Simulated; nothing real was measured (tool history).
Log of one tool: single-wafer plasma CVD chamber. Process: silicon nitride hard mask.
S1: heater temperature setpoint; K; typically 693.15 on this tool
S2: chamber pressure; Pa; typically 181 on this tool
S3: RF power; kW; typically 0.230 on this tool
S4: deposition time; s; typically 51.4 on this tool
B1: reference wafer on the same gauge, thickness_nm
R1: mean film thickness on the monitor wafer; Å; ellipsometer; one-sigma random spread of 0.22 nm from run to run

Run 1, hour 0.0: usual settings; B1 41.738. Result: R1 417.90 Å.
Run 2, hour 12.3: usual settings; B1 41.717. Result: R1 418.98 Å.
Run 3, hour 31.2: usual settings but S4 58.4 s; B1 41.707. Result: R1 475.25 Å.
At hour 39.3: RF generator calibrated.
Run 4, hour 50.6: usual settings but S2 209 Pa; B1 41.686. Result: R1 453.50 Å.
Run 5, hour 83.7: usual settings but S2 209 Pa; B1 41.678. Result: R1 451.33 Å.
Run 6, hour 108.9: usual settings but S2 209 Pa; B1 41.700. Result: R1 451.34 Å.
Run 7, hour 139.8: usual settings but S4 58.7 s; B1 41.699. Result: R1 500.80 Å.
Run 8, hour 219.3: usual settings but S4 42.4 s; B1 41.735. Result: R1 358.72 Å.
At hour 229.5: showerhead replaced.
Run 9, hour 269.7: usual settings; B1 41.664. Result: R1 437.44 Å.
At hour 278.1: thermocouple changed; heater temperature recalibrated.
At hour 300.9: capacitance manometer re-zeroed and calibrated.
Run 10, hour 301.4: usual settings; B1 41.751. Result: R1 431.78 Å.
Run 11, hour 330.4: usual settings but S2 209 Pa; B1 41.660. Result: R1 444.31 Å.
At hour 331.4: gauge calibrated.
Run 12, hour 356.8: usual settings; B1 41.728. Result: R1 431.41 Å.
Run 13, hour 388.7: usual settings but S1 698.15 K, S2 164 Pa, S4 45.0 s; B1 41.718. Result: R1 374.72 Å.
Run 14, hour 401.1: usual settings but S4 47.6 s; B1 41.691. Result: R1 398.37 Å.
Run 15, hour 428.9: usual settings but S2 168 Pa, S4 59.1 s; B1 41.678. Result: R1 487.99 Å.
Run 16, hour 456.5: usual settings but S2 205 Pa, S4 44.6 s; B1 41.656. Result: R1 381.64 Å.
Run 17, hour 486.8: usual settings but S4 45.8 s; B1 41.686. Result: R1 381.30 Å.
Run 18, hour 504.8: usual settings but S3 0.190 kW; B1 41.728. Result: R1 381.76 Å.
Run 19, hour 529.7: usual settings but S1 679.15 K, S2 221 Pa; B1 41.663. Result: R1 451.73 Å.
Run 20, hour 552.4: usual settings but S1 682.15 K, S3 0.205 kW; B1 41.693. Result: R1 401.49 Å.
Run 21, hour 566.3: usual settings but S2 151 Pa, S4 57.7 s; B1 41.698. Result: R1 464.70 Å.
Run 22, hour 580.2: usual settings but S2 143 Pa, S3 0.210 kW, S4 59.7 s; B1 41.679. Result: R1 449.68 Å.
Run 23, hour 682.8: usual settings; B1 41.675. Result: R1 428.32 Å.
Run 24, hour 702.4: usual settings but S1 687.15 K, S3 0.200 kW; B1 41.692. Result: R1 387.41 Å.
Run 25, hour 717.1: usual settings but S2 197 Pa, S3 0.265 kW; B1 41.703. Result: R1 473.70 Å.
Run 26, hour 743.7: usual settings; B1 41.699. Result: R1 426.16 Å.
Run 27, hour 764.5: usual settings; B1 41.675. Result: R1 425.91 Å.
Run 28, hour 779.7: usual settings but S4 47.7 s; B1 41.723. Result: R1 392.75 Å.
Run 29, hour 811.8: usual settings but S3 0.185 kW; B1 41.715. Result: R1 369.84 Å.

Branching from run 29: 4 alternative next runs. What would each branch give?
Run A, hour 812.2: usual settings but S1 706.15 K; B1 ?. Result: R1 ?.
Run B, hour 812.2: usual settings but S2 164 Pa, S3 0.200 kW, S4 58.3 s; B1 ?. Result: R1 ?.
Run C, hour 812.2: usual settings but S1 678.15 K, S2 195 Pa; B1 ?. Result: R1 ?.
Run D, hour 812.2: usual settings but S3 0.265 kW, S4 41.9 s; B1 ?. Result: R1 ?.

run      B1      R1
  A  41.704  424.16
  B  41.704  434.10
  C  41.704  435.16
  D  41.704  381.67
What these runs would have given with no unlogged condition in the tool:
run      R1
  A  441.75
  B  452.10
  C  453.21
  D  396.70

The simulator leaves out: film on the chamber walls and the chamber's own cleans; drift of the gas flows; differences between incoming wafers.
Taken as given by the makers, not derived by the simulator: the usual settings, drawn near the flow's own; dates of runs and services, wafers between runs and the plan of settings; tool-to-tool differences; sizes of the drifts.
